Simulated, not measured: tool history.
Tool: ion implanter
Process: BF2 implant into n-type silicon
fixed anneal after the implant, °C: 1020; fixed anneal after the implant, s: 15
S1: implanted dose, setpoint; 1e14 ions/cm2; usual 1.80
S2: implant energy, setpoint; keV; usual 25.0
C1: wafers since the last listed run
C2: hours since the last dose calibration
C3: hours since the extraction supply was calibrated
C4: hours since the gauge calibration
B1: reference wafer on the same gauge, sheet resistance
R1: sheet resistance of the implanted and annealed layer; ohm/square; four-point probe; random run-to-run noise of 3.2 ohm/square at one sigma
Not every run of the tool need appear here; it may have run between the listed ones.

run,day,S1,S2,C1,C2,C3,C4,B1,R1
1,0.000,1.80,30.0,0,798.1,3583.0,230.4,496.84,577.02
2,2.638,1.80,25.0,1906,861.4,3646.3,293.7,496.04,584.71
3,5.038,1.80,25.0,1735,919.0,3703.9,351.3,497.53,587.94
4,7.617,1.80,25.0,1864,980.9,3765.8,413.2,497.32,584.91
5,9.654,1.80,25.0,1472,1029.8,3814.7,462.1,495.73,589.88
6,12.554,1.80,25.0,2096,1099.4,3884.3,531.7,497.19,593.76
# day 13.417: gauge calibrated
7,14.512,1.80,22.0,1415,1146.4,3931.3,26.3,497.03,601.46
# day 15.708: extraction supply calibrated
8,16.492,1.80,25.0,1189,1193.9,18.8,73.8,495.93,587.10
9,21.821,1.80,25.0,3852,1321.8,146.7,201.7,496.73,593.13
# day 23.262: Faraday cup replaced and dose calibrated
10,23.450,1.80,25.0,936,4.5,185.8,240.8,497.40,576.13
11,25.925,1.58,25.0,1789,63.9,245.2,300.2,496.37,647.79
12,27.267,1.80,25.0,969,96.1,277.4,332.4,496.64,574.49
13,29.292,1.80,20.5,1463,144.7,326.0,381.0,498.43,588.44
14,30.838,1.53,31.0,1117,181.8,363.1,418.1,498.43,644.15
15,32.950,1.63,17.5,1527,232.5,413.8,468.8,496.58,656.57
16,34.725,1.80,25.0,1283,275.1,456.4,511.4,497.40,575.89

Forecast run 17:
# day 36.304: gauge calibrated
17,38.621,2.34,29.0,2816,368.6,549.9,55.6,?,?

{"run 17": {"B1": 497.33, "R1": 458.94}}
Minus the tool's unlogged condition, the same run would have read R1 452.81 ohm/square.

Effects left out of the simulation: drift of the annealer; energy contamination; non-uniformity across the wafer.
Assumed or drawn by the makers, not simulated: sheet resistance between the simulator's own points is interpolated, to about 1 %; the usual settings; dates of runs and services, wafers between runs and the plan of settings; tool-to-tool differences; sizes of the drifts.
